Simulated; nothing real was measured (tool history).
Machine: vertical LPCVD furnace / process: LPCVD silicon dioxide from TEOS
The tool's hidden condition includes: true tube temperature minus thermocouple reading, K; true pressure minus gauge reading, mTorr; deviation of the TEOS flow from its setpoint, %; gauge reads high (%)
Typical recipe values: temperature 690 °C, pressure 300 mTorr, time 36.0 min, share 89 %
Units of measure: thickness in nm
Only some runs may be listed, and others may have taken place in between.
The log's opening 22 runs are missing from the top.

run,hour,temperature,pressure,time,share,wafers since the last listed run,hours since the last temperature calibration,hours since the pressure gauge was zeroed,hours since the TEOS flow controller was replaced,hours since the gauge calibration,"read-back reference wafer on the same gauge, thickness",thickness
23,289.4,690,300,36.0,89,717,46.3,73.0,177.3,189.5,240.82,265.19
24,300.3,680,300,26.0,97,232,57.2,83.9,188.2,200.4,241.13,157.89
# hour 325.1: thermocouples replaced and temperature profile calibrated, repeated, since the last time left the tool worse
25,325.6,690,300,36.0,97,27,0.5,109.2,213.5,225.7,241.21,246.50
26,331.7,690,300,36.0,89,130,6.6,115.3,219.6,231.8,240.58,235.44
27,372.1,690,300,36.0,72,862,47.0,155.7,260.0,272.2,240.60,212.85
28,388.1,690,300,36.0,74,341,63.0,171.7,276.0,288.2,241.07,216.11
29,394.2,684,320,50.0,95,130,69.1,177.8,282.1,294.3,240.99,304.67
30,400.3,680,355,25.0,78,130,75.2,183.9,288.2,300.4,241.30,131.65
31,407.3,690,365,36.0,89,149,82.2,190.9,295.2,307.4,241.09,261.46
32,415.5,690,300,36.0,89,175,90.4,199.1,303.4,315.6,240.96,236.67

Alternative continuations, all from the tool just after run 32; predict every row:
A,419.7,690,300,23.0,89,89,94.6,203.3,307.6,319.8,?,?
B,419.7,690,350,41.0,94,89,94.6,203.3,307.6,319.8,?,?
C,419.7,690,330,36.0,77,89,94.6,203.3,307.6,319.8,?,?

run,"read-back reference wafer on the same gauge, thickness",thickness
A,240.95,152.43
B,240.95,301.62
C,240.95,232.74
Stripped of hidden state, with their random variation kept, the same runs would have yielded:
run,thickness
A,150.90
B,298.61
C,230.42
